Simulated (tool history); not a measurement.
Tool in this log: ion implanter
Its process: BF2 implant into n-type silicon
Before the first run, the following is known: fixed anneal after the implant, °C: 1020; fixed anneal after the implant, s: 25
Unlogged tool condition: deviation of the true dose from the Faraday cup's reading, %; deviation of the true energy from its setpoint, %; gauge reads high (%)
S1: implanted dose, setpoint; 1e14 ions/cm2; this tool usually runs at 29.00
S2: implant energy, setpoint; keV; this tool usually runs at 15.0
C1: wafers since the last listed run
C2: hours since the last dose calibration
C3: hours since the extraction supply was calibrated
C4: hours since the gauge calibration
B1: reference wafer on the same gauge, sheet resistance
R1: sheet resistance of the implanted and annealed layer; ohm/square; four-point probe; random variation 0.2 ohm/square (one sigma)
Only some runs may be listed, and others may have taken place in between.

run    hour     S1    S2    C1     C2      C3     C4      B1      R1
  1     0.0  29.00  15.0     0  133.2  1444.9  685.6  158.08  134.45
  2    36.0  24.93  11.0   510  169.2  1480.9  721.6  157.99  148.22
  3   107.5  25.31  15.0  1013  240.7  1552.4  793.1  158.01  135.33
  4   143.8  29.00  15.0   514  277.0  1588.7  829.4  158.01  134.40
  5   182.3  29.00  15.0   545  315.5  1627.2  867.9  158.06  134.71
      203.2  -- gauge calibrated
  6   252.1  29.00  15.0   988  385.3  1697.0   48.9  157.95  134.68
  7   298.3  29.00  15.0   654  431.5  1743.2   95.1  158.03  134.71
  8   367.9  29.00  15.0   986  501.1  1812.8  164.7  157.89  135.07
  9   422.1  29.00  15.0   767  555.3  1867.0  218.9  158.02  134.96
 10   466.6  29.00  15.0   630  599.8  1911.5  263.4  157.92  134.94
 11   602.1  29.00  15.0  1919  735.3  2047.0  398.9  158.09  135.17
 12   649.3  35.37  15.0   668  782.5  2094.2  446.1  158.05  133.97
      736.7  -- Faraday cup replaced and dose calibrated
 13   739.0  29.00  12.0  1157    2.3  2183.9  535.8  157.99  145.32
 14   769.3  31.23  18.5   429   32.6  2214.2  566.1  158.03  125.72
 15   827.4  20.74  15.0   823   90.7  2272.3  624.2  157.99  137.24
 16  1014.9  36.08  15.0  2656  278.2  2459.8  811.7  157.99  134.26
 17  1064.6  37.12  17.5   704  327.9  2509.5  861.4  158.05  126.69
     1105.1  -- extraction supply calibrated
 18  1106.6  29.00  15.0   481  369.9     1.5  903.4  158.04  134.40
 19  1154.8  29.00  19.0   682  418.1    49.7  951.6  157.95  123.26
     1206.8  -- gauge calibrated
 20  1221.1  29.00  15.0   939  484.4   116.0   14.3  157.98  133.67
 21  1259.1  21.89  18.0   538  522.4   154.0   52.3  158.05  127.10
 22  1305.1  36.47  19.0   651  568.4   200.0   98.3  158.05  121.67
 23  1374.5  29.00  15.0   983  637.8   269.4  167.7  158.02  133.68
 24  1410.8  29.00  15.0   514  674.1   305.7  204.0  158.00  134.27
 25  1477.1  29.00  15.0   939  740.4   372.0  270.3  158.03  133.66
 26  1510.0  37.37  15.0   466  773.3   404.9  303.2  158.07  132.17

Below, each run's measurement less what the same run would have read without the hidden state. Both values contain the same run-to-run variation, but the gauge's scatter may not be the same in both:
run     R1
  1  +0.52
  2  +0.50
  3  +0.61
  4  +0.66
  5  +0.69
  6  +0.77
  7  +0.82
  8  +0.90
  9  +0.97
 10  +1.01
 11  +1.19
 12  +1.28
 13  +1.34
 14  +1.45
 15  +1.42
 16  +1.83
 17  +1.91
 18  -0.08
 19  -0.07
 20  -0.08
 21  -0.07
 22  -0.07
 23  -0.05
 24  -0.05
 25  -0.04
 26  -0.03
